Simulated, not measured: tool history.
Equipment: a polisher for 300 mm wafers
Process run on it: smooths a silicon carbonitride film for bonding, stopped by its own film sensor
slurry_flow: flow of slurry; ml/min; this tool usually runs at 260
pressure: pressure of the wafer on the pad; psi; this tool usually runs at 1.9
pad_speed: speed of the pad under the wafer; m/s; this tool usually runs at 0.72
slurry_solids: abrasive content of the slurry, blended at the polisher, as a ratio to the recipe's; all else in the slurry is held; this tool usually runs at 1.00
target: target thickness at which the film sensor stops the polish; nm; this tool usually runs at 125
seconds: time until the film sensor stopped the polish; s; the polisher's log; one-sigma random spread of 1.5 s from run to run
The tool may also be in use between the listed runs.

run,hour,slurry_flow,pressure,pad_speed,slurry_solids,target,wafers since the last listed run,wafers polished on this pad,hours since the slurry nozzle was cleaned,hours since the head pressure was calibrated,hours since the slurry blender was calibrated,"incoming thickness of the incoming film, nm",seconds
1,0.0,260,1.9,0.72,1.00,125,0,2168,448.0,924.4,132.8,141.4,94.6
# hour 61.7: slurry nozzle cleaned
2,67.7,260,1.9,0.72,1.00,125,522,2690,6.0,992.1,200.5,141.4,95.5
3,161.8,260,1.9,0.72,1.00,125,736,3426,100.1,1086.2,294.6,140.1,89.8
# hour 221.4: worn pad replaced by a new one
# hour 265.3: head pressure recalibrated
4,266.8,260,1.9,0.72,1.00,125,775,340,205.1,1.5,399.6,138.8,88.6
# hour 331.4: slurry blender recalibrated
5,332.4,260,1.9,0.72,1.00,125,497,837,270.7,67.1,1.0,140.1,97.5
6,383.3,260,1.9,0.72,1.00,125,398,1236,321.6,118.0,51.9,141.7,104.9
7,480.8,260,1.9,0.72,1.00,125,763,1999,419.1,215.5,149.4,140.0,92.6
# hour 502.2: slurry nozzle cleaned
8,524.0,260,1.9,0.72,1.00,125,330,2330,21.8,258.7,192.6,139.3,88.2
9,605.6,260,1.9,0.72,1.00,125,638,2968,103.4,340.3,274.2,138.7,83.0
10,677.4,260,1.9,0.72,1.00,125,562,3531,175.2,412.1,346.0,141.5,100.8
# hour 728.0: slurry blender recalibrated
# hour 734.3: worn pad replaced by a new one
11,781.4,260,1.9,0.72,1.00,125,767,369,279.2,516.1,53.4,141.5,99.1
12,1006.1,260,1.9,0.72,1.00,125,1759,2128,503.9,740.8,278.1,137.8,75.2
# hour 1010.7: slurry nozzle cleaned
13,1111.8,260,1.9,0.72,1.00,125,819,2947,101.1,846.5,383.8,140.0,89.6
14,1163.0,260,1.9,0.72,1.00,125,400,3348,152.3,897.7,435.0,139.3,85.5
# hour 1187.4: slurry blender recalibrated
15,1224.7,260,1.9,0.72,1.00,129,467,3816,214.0,959.4,37.3,140.7,69.6
# hour 1233.5: worn pad replaced by a new one
16,1278.7,260,2.3,0.78,1.00,125,391,353,268.0,1013.4,91.3,140.8,76.2
# hour 1322.0: head pressure recalibrated
17,1341.3,260,1.4,0.88,0.80,129,474,828,330.6,19.3,153.9,139.3,85.6
18,1430.6,260,1.3,0.72,0.85,125,699,1527,419.9,108.6,243.2,138.6,131.1
# hour 1504.1: slurry nozzle cleaned
19,1550.0,175,1.9,0.72,1.00,125,926,2454,45.9,228.0,362.6,140.7,103.7
20,1608.8,260,1.9,0.72,1.00,122,460,2914,104.7,286.8,421.4,137.9,99.3
# hour 1685.5: slurry blender recalibrated
21,1686.0,260,1.9,0.72,1.00,125,588,3503,181.9,364.0,0.5,138.9,87.0
# hour 1722.0: worn pad replaced by a new one
22,1738.7,260,2.6,0.60,1.00,125,381,130,234.6,416.7,53.2,140.2,79.6
23,1826.9,260,1.9,0.72,1.00,125,690,821,322.8,504.9,141.4,140.7,98.2
24,1902.1,260,1.9,0.72,1.00,125,588,1409,398.0,580.1,216.6,140.9,98.9
25,1980.5,260,1.9,0.72,1.00,125,613,2023,476.4,658.5,295.0,136.8,72.4
# hour 1993.5: slurry nozzle cleaned
26,2073.2,260,1.9,0.72,1.00,125,717,2741,79.7,751.2,387.7,141.6,97.9
# hour 2122.9: slurry blender recalibrated
27,2127.8,335,1.9,0.54,0.85,125,411,3153,134.3,805.8,4.9,140.7,127.3
28,2164.2,260,2.2,0.48,1.00,125,284,3438,170.7,842.2,41.3,139.2,107.5
# hour 2226.3: worn pad replaced by a new one
29,2230.4,335,1.9,0.72,1.00,125,486,31,236.9,908.4,107.5,141.3,97.5
30,2272.2,260,1.9,0.54,1.15,121,327,359,278.7,950.2,149.3,139.8,130.8

What would each run have given without the hidden state, its run-to-run variation left as it was?
What the log doesn't record here: removal rate lost through wear of the pad, %; slurry flow missing at the pad, %; deviation of the head's pressure from its setpoint, %; abrasive missing from the slurry, %.
run,seconds
1,102.8
2,103.8
3,97.7
4,89.0
5,99.4
6,108.0
7,96.7
8,92.6
9,87.9
10,107.4
11,106.3
12,81.5
13,97.2
14,92.9
15,75.7
16,82.9
17,85.3
18,133.0
19,107.1
20,103.3
21,91.2
22,83.8
23,104.0
24,105.2
25,77.3
26,104.7
27,136.4
28,115.3
29,104.7
30,140.6

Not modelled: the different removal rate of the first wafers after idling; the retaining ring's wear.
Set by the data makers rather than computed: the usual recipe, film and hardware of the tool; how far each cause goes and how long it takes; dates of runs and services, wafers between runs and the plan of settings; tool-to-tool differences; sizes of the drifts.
